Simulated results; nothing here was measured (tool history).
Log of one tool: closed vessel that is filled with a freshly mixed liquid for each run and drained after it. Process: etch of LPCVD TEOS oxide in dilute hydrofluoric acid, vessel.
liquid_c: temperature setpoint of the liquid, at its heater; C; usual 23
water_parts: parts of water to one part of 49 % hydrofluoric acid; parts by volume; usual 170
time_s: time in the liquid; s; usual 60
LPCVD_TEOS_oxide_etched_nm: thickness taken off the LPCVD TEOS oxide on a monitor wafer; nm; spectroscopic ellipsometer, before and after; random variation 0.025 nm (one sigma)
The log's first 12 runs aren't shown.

| run | hour | liquid_c | water_parts | time_s | wafers since the last listed run | hours since the thermometer was replaced | hours since the hydrofluoric acid flow meter was replaced | hours since the gauge calibration | read-back film thickness of the LPCVD TEOS oxide reference wafer, read on the same gauge (nm) | LPCVD_TEOS_oxide_etched_nm |
|---|---|---|---|---|---|---|---|---|---|---|
| 13 | 890.5 | 23 | 170 | 60 | 5870 | 123 | 1677 | 105.6 | 150 | 6.42 |
| 14 | 967.6 | 23 | 170 | 60 | 7645 | 200.1 | 1754.1 | 182.7 | 150 | 6.39 |
| 15 | 1007.6 | 25 | 170 | 60 | 3966 | 240.1 | 1794.1 | 222.7 | 150.01 | 6.9 |
| 16 | 1075.6 | 25 | 170 | 60 | 6742 | 308.1 | 1862.1 | 290.7 | 150 | 6.98 |
| 17 | 1183.6 | 23 | 230 | 30 | 10709 | 416.1 | 1970.1 | 398.7 | 150.03 | 2.23 |
| 18 | 1268.4 | 21.5 | 245 | 45 | 8408 | 500.9 | 2054.9 | 483.5 | 150.01 | 2.92 |
| 19 | 1357.1 | 19 | 170 | 45 | 8795 | 589.6 | 2143.6 | 572.2 | 149.98 | 4.1 |
| 20 | 1425.1 | 18.5 | 245 | 60 | 6742 | 657.6 | 2211.6 | 640.2 | 149.93 | 3.46 |
| 21 | 1490.9 | 23 | 200 | 60 | 6524 | 723.4 | 2277.4 | 706 | 150.02 | 5.3 |
| 22 | 1533.2 | 23 | 190 | 35 | 4194 | 765.7 | 2319.7 | 748.3 | 149.99 | 3.28 |
| 23 | 1635.5 | 23 | 170 | 60 | 10143 | 868 | 2422 | 850.6 | 150.04 | 6.34 |
|  | 1687.7 | hydrofluoric acid flow meter replaced |
| 24 | 1718.2 | 23 | 215 | 60 | 8101 | 950.7 | 30.5 | 933.3 | 150.01 | 4.8 |
| 25 | 1771.7 | 23 | 170 | 60 | 5304 | 1004.2 | 84 | 986.8 | 149.99 | 6.37 |
| 26 | 1847.4 | 25.5 | 230 | 80 | 7506 | 1079.9 | 159.7 | 1062.5 | 149.99 | 6.46 |
| 27 | 1950.2 | 27.5 | 225 | 35 | 10193 | 1182.7 | 262.5 | 1165.3 | 150.03 | 3.11 |
| 28 | 2171.3 | 19 | 225 | 60 | 21923 | 1403.8 | 483.6 | 1386.4 | 150 | 3.94 |
| 29 | 2276.5 | 23 | 170 | 60 | 10431 | 1509 | 588.8 | 1491.6 | 149.96 | 6.36 |
| 30 | 2333.7 | 27.5 | 170 | 50 | 5671 | 1566.2 | 646 | 1548.8 | 149.98 | 6.28 |
| 31 | 2403.9 | 23 | 255 | 60 | 6960 | 1636.4 | 716.2 | 1619 | 149.98 | 3.87 |
| 32 | 2479 | 25 | 105 | 80 | 7446 | 1711.5 | 791.3 | 1694.1 | 150.05 | 15.9 |
| 33 | 2523.1 | 23 | 170 | 60 | 4372 | 1755.6 | 835.4 | 1738.2 | 149.97 | 6.37 |

Forecast each of these 3 alternatives for the next run:
| A | 2523.8 | 23 | 170 | 90 | 69 | 1756.3 | 836.1 | 1738.9 | ? | ? |
| B | 2523.8 | 23 | 170 | 70 | 69 | 1756.3 | 836.1 | 1738.9 | ? | ? |
| C | 2523.8 | 28 | 145 | 50 | 69 | 1756.3 | 836.1 | 1738.9 | ? | ? |

| run | read-back film thickness of the LPCVD TEOS oxide reference wafer, read on the same gauge (nm) | LPCVD_TEOS_oxide_etched_nm |
|---|---|---|
| A | 150 | 9.51 |
| B | 150 | 7.39 |
| C | 150 | 7.69 |
Without the tool's hidden state the same runs would have given:
| run | LPCVD_TEOS_oxide_etched_nm |
|---|---|
| A | 9.67 |
| B | 7.52 |
| C | 7.82 |

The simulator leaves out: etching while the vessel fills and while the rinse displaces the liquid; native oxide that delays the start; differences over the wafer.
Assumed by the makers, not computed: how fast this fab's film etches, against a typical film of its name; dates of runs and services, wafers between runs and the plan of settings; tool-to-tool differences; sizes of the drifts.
